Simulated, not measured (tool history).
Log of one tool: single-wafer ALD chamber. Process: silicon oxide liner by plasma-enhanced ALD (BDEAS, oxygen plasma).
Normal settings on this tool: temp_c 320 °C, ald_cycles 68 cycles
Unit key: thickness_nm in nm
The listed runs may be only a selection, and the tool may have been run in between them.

run	hour	temp_c	ald_cycles	wafers since the last listed run	hours since the last thermocouple change	hours since the gauge calibration	read-back reference wafer on the same gauge, thickness_nm	thickness_nm
1	0.0	320	68	0	2113.9	247.1	6.387	6.060
2	21.8	320	68	133	2135.7	268.9	6.388	6.039
3	34.4	320	68	77	2148.3	281.5	6.385	6.051
4	59.7	320	68	154	2173.6	306.8	6.381	6.077
5	76.3	320	68	101	2190.2	323.4	6.373	6.051
6	100.6	320	68	148	2214.5	347.7	6.373	6.059
7	132.9	320	68	197	2246.8	380.0	6.363	6.024
8	153.0	332	64	123	2266.9	400.1	6.361	5.617
9	180.5	332	64	168	2294.4	427.6	6.360	5.622
10	210.3	332	64	182	2324.2	457.4	6.354	5.610
# hour 232.4: gauge calibrated
11	246.4	326	68	221	2360.3	14.0	6.406	6.047
12	276.4	326	68	183	2390.3	44.0	6.400	6.026
13	289.8	326	68	82	2403.7	57.4	6.396	6.045
# hour 303.3: thermocouple changed; heater temperature recalibrated
14	323.2	320	68	155	19.9	90.8	6.396	6.063
15	340.0	308	59	102	36.7	107.6	6.388	5.345
16	366.0	320	55	159	62.7	133.6	6.383	4.898
17	388.1	315	58	135	84.8	155.7	6.380	5.200
18	401.6	330	64	82	98.3	169.2	6.381	5.645
19	508.1	320	68	652	204.8	275.7	6.365	6.030
20	522.3	314	60	86	219.0	289.9	6.357	5.363
21	540.4	309	61	110	237.1	308.0	6.359	5.496
22	567.7	329	61	167	264.4	335.3	6.354	5.342
23	582.8	310	76	92	279.5	350.4	6.355	6.815
24	596.6	320	68	84	293.3	364.2	6.349	6.037
25	627.0	331	58	186	323.7	394.6	6.345	5.068
26	642.9	325	64	97	339.6	410.5	6.340	5.628
27	676.9	309	64	208	373.6	444.5	6.338	5.746
28	708.0	320	68	190	404.7	475.6	6.331	5.998
29	725.2	320	68	105	421.9	492.8	6.325	6.004

Alternative continuations, all from the tool just after run 29; predict every row:
A	725.7	320	68	3	422.4	493.3	?	?
B	725.7	314	58	3	422.4	493.3	?	?
C	725.7	329	57	3	422.4	493.3	?	?
D	725.7	329	55	3	422.4	493.3	?	?
E	725.7	320	76	3	422.4	493.3	?	?

run	read-back reference wafer on the same gauge, thickness_nm	thickness_nm
A	6.324	5.997
B	6.324	5.154
C	6.324	4.969
D	6.324	4.795
E	6.324	6.702
Take away the tool's hidden state, keep each run's random variation, and the runs would have read:
run	thickness_nm
A	6.085
B	5.230
C	5.043
D	4.866
E	6.801
